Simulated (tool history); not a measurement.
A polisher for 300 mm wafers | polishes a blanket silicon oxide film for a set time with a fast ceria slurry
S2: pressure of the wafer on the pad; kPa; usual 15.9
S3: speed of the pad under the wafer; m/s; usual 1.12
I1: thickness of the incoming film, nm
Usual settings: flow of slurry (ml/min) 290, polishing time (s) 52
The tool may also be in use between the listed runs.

{"run": 1, "day": 0.0, "flow of slurry (ml/min)": 330, "S2": 15.9, "S3": 1.12, "polishing time (s)": 52, "I1": 2585.8, "film removed (angstrom)": 6985}
{"day": 1.812, "done": "worn pad replaced by a new one"}
{"run": 2, "day": 3.933, "flow of slurry (ml/min)": 290, "S2": 15.9, "S3": 1.12, "polishing time (s)": 52, "I1": 2614.5, "film removed (angstrom)": 6849}
{"run": 3, "day": 7.267, "flow of slurry (ml/min)": 290, "S2": 15.9, "S3": 1.12, "polishing time (s)": 52, "I1": 2641.5, "film removed (angstrom)": 6685}
{"day": 8.738, "done": "slurry nozzle cleaned"}
{"run": 4, "day": 11.083, "flow of slurry (ml/min)": 290, "S2": 15.9, "S3": 1.12, "polishing time (s)": 52, "I1": 2582.9, "film removed (angstrom)": 6876}
{"day": 12.288, "done": "worn pad replaced by a new one"}
{"run": 5, "day": 12.904, "flow of slurry (ml/min)": 290, "S2": 13.1, "S3": 1.12, "polishing time (s)": 52, "I1": 2590.5, "film removed (angstrom)": 5657}
{"run": 6, "day": 14.408, "flow of slurry (ml/min)": 290, "S2": 18.6, "S3": 1.12, "polishing time (s)": 52, "I1": 2661.6, "film removed (angstrom)": 7971}
{"day": 18.162, "done": "head pressure recalibrated"}
{"run": 7, "day": 18.621, "flow of slurry (ml/min)": 290, "S2": 18.6, "S3": 1.12, "polishing time (s)": 52, "I1": 2549.4, "film removed (angstrom)": 8555}
{"run": 8, "day": 20.704, "flow of slurry (ml/min)": 290, "S2": 15.9, "S3": 1.12, "polishing time (s)": 39, "I1": 2609, "film removed (angstrom)": 5442}
{"day": 23.221, "done": "worn pad replaced by a new one"}
{"run": 9, "day": 23.242, "flow of slurry (ml/min)": 290, "S2": 15.9, "S3": 1.12, "polishing time (s)": 39, "I1": 2597.2, "film removed (angstrom)": 5279}
{"run": 10, "day": 25.271, "flow of slurry (ml/min)": 290, "S2": 15.9, "S3": 1.12, "polishing time (s)": 39, "I1": 2601.2, "film removed (angstrom)": 5207}
{"run": 11, "day": 26.796, "flow of slurry (ml/min)": 205, "S2": 13.8, "S3": 1, "polishing time (s)": 52, "I1": 2609.5, "film removed (angstrom)": 5186}
{"day": 28.667, "done": "slurry nozzle cleaned"}
{"run": 12, "day": 30.525, "flow of slurry (ml/min)": 290, "S2": 15.9, "S3": 1.5, "polishing time (s)": 37, "I1": 2620.9, "film removed (angstrom)": 6694}
{"run": 13, "day": 33.95, "flow of slurry (ml/min)": 290, "S2": 13.8, "S3": 1.38, "polishing time (s)": 37, "I1": 2600.5, "film removed (angstrom)": 5350}
{"day": 35.45, "done": "worn pad replaced by a new one"}
{"run": 14, "day": 35.646, "flow of slurry (ml/min)": 290, "S2": 15.9, "S3": 1.12, "polishing time (s)": 52, "I1": 2606.6, "film removed (angstrom)": 6819}
{"run": 15, "day": 38.396, "flow of slurry (ml/min)": 290, "S2": 15.9, "S3": 1.48, "polishing time (s)": 52, "I1": 2646.5, "film removed (angstrom)": 9071}
{"run": 16, "day": 40.471, "flow of slurry (ml/min)": 290, "S2": 13.8, "S3": 1.12, "polishing time (s)": 52, "I1": 2636.5, "film removed (angstrom)": 5884}
{"run": 17, "day": 42.921, "flow of slurry (ml/min)": 290, "S2": 15.9, "S3": 1.12, "polishing time (s)": 52, "I1": 2620.9, "film removed (angstrom)": 6781}
{"day": 46.033, "done": "worn pad replaced by a new one"}
{"run": 18, "day": 47.262, "flow of slurry (ml/min)": 290, "S2": 15.9, "S3": 1.12, "polishing time (s)": 52, "I1": 2593.7, "film removed (angstrom)": 6752}
{"day": 48.892, "done": "head pressure recalibrated"}
{"run": 19, "day": 49.304, "flow of slurry (ml/min)": 290, "S2": 15.9, "S3": 1.12, "polishing time (s)": 52, "I1": 2590.4, "film removed (angstrom)": 7064}
{"day": 52.825, "done": "slurry nozzle cleaned"}
{"run": 20, "day": 53.154, "flow of slurry (ml/min)": 385, "S2": 15.9, "S3": 1.12, "polishing time (s)": 52, "I1": 2580.8, "film removed (angstrom)": 7348}

Run 21 comes next. What will it give?
{"day": 55.592, "done": "worn pad replaced by a new one"}
{"run": 21, "day": 55.612, "flow of slurry (ml/min)": 290, "S2": 15.9, "S3": 1.46, "polishing time (s)": 52, "I1": 2587.1, "film removed (angstrom)": "?"}

film removed (angstrom): 9342
Without the tool's hidden state the same run would have given film removed (angstrom) 9688.

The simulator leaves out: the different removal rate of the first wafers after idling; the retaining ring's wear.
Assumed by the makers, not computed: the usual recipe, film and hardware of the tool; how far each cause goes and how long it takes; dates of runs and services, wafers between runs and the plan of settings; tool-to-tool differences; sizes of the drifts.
